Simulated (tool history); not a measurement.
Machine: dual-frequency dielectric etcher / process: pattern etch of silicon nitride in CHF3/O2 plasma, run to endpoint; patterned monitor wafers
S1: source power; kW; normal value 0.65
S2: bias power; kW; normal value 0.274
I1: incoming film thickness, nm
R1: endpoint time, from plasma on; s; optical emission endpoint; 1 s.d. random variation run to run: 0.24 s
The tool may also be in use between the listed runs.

run,hour,S1,S2,I1,R1
1,0,0.77,0.309,72.8,34.4
2,89.1,0.77,0.309,73,34.4
3,134.5,0.54,0.24,72.1,44
4,224,0.54,0.24,72.6,45
5,281.7,0.54,0.24,72.1,44.6
6,355.2,0.65,0.274,72.4,39.2
7,393.3,0.65,0.274,72.6,39.6
8,452.2,0.65,0.274,72.6,39.7
9,540.8,0.65,0.274,71.7,39.5
# hour 576.8: wet clean of the chamber
10,578.9,0.7,0.274,72.3,37.1
# hour 633.6: upper electrode replaced
11,645.8,0.56,0.31,73,38.7
# hour 732.3: bias power generator calibrated
12,741.8,0.73,0.257,71.8,37.5
13,890.8,0.65,0.274,72.8,39.1
14,954.1,0.73,0.241,72.7,39.8
15,1046.9,0.78,0.274,72.3,36.4
16,1116.7,0.59,0.321,73,38.4
17,1168.3,0.65,0.274,72.9,39.5
18,1253.2,0.57,0.274,72.3,41.5
19,1319.8,0.65,0.274,72.8,40.5
# hour 1409.1: wet clean of the chamber
20,1409.6,0.65,0.274,72.7,38.6
21,1479.4,0.76,0.214,72.7,40.6
22,1689.2,0.65,0.21,72.7,43.8
# hour 1704.5: source power generator calibrated
23,1784.8,0.52,0.255,72.8,44.2
24,1880.6,0.74,0.333,71.9,34.5
25,2086.9,0.76,0.21,72.2,42.3
# hour 2131: wet clean of the chamber
26,2137.7,0.58,0.218,71.7,43.5
27,2195.2,0.73,0.274,72.7,36.7
28,2278.4,0.77,0.228,72.7,39
29,2331.3,0.6,0.326,72.6,37
30,2602.9,0.65,0.274,72.4,38.9
31,2692.9,0.71,0.238,72.4,40.5
32,2784.6,0.78,0.233,72.3,39.5
33,2882.7,0.71,0.337,72.8,35.4
34,2935.8,0.75,0.317,72.3,36

For run 35, what comes out?
# hour 3014.9: wet clean of the chamber
35,3035.3,0.65,0.274,73.3,?

R1: 38.7 s
With no hidden state in the tool, this same run would have given R1 38.7 s.

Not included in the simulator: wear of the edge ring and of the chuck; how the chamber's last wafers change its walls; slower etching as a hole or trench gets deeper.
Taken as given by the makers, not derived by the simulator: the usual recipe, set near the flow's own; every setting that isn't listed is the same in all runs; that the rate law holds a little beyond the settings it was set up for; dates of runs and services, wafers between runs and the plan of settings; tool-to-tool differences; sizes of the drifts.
